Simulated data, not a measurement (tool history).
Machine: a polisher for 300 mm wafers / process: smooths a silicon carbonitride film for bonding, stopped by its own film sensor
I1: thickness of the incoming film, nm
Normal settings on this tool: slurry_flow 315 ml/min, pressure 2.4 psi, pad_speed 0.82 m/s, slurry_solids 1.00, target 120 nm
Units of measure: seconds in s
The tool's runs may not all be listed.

Run 1, day 0.000: usual settings but slurry_flow 265 ml/min; I1 139.8. Result: seconds 90.1 s.
At day 0.562: slurry blender recalibrated.
Run 2, day 2.029: usual settings but slurry_flow 265 ml/min; I1 139.9. Result: seconds 90.8 s.
At day 2.279: worn pad replaced by a new one.
Run 3, day 2.725: usual settings; I1 140.3. Result: seconds 80.7 s.
Run 4, day 3.238: usual settings; I1 139.7. Result: seconds 83.6 s.
Run 5, day 3.808: usual settings but target 125 nm; I1 137.8. Result: seconds 53.3 s.
Run 6, day 4.079: usual settings; I1 139.6. Result: seconds 85.6 s.
Run 7, day 4.538: usual settings; I1 140.0. Result: seconds 83.8 s.
At day 6.146: slurry nozzle cleaned.
Run 8, day 6.404: usual settings; I1 141.4. Result: seconds 97.0 s.
Run 9, day 6.696: usual settings; I1 140.7. Result: seconds 95.3 s.
At day 6.904: head pressure recalibrated.
Run 10, day 7.071: usual settings; I1 139.0. Result: seconds 85.8 s.
Run 11, day 7.371: usual settings but slurry_flow 355 ml/min, pressure 1.8 psi, slurry_solids 0.70, target 115 nm; I1 141.2. Result: seconds 200.9 s.
Run 12, day 7.812: usual settings but pressure 1.7 psi, pad_speed 0.92 m/s, slurry_solids 0.75, target 116 nm; I1 137.4. Result: seconds 149.8 s.
At day 8.108: worn pad replaced by a new one.
Run 13, day 8.379: usual settings; I1 139.2. Result: seconds 79.3 s.
Run 14, day 9.125: usual settings but slurry_flow 405 ml/min, pad_speed 0.98 m/s, slurry_solids 1.25; I1 140.3. Result: seconds 64.4 s.
Run 15, day 9.500: usual settings; I1 138.9. Result: seconds 77.6 s.
At day 9.592: slurry blender recalibrated.
Run 16, day 10.096: usual settings; I1 139.7. Result: seconds 85.3 s.
Run 17, day 10.750: usual settings but pressure 2.6 psi, pad_speed 1.06 m/s, slurry_solids 0.75, target 117 nm; I1 138.2. Result: seconds 85.3 s.
Run 18, day 11.375: usual settings; I1 140.1. Result: seconds 88.0 s.
Run 19, day 12.100: usual settings but pressure 3.1 psi, target 117 nm; I1 140.9. Result: seconds 83.2 s.
Run 20, day 12.604: usual settings but pressure 2.1 psi, slurry_solids 1.25; I1 141.4. Result: seconds 95.8 s.

Below are 4 alternative next runs, each starting from the tool's condition after run 20. Predict each:
Run A, day 12.625: usual settings; I1 138.5. Result: seconds ?.
Run B, day 12.625: usual settings but slurry_flow 355 ml/min, pad_speed 0.70 m/s, slurry_solids 0.80, target 114 nm; I1 138.5. Result: seconds ?.
Run C, day 12.625: usual settings but pressure 2.0 psi; I1 138.5. Result: seconds ?.
Run D, day 12.625: usual settings but pressure 1.7 psi, pad_speed 0.68 m/s; I1 138.5. Result: seconds ?.

run  seconds
  A     82.7
  B    141.2
  C     99.2
  D    135.0
The same runs, with their run-to-run variation unchanged, on a tool lacking any hidden condition would have given:
run  seconds
  A     72.3
  B    123.4
  C     86.8
  D    118.0

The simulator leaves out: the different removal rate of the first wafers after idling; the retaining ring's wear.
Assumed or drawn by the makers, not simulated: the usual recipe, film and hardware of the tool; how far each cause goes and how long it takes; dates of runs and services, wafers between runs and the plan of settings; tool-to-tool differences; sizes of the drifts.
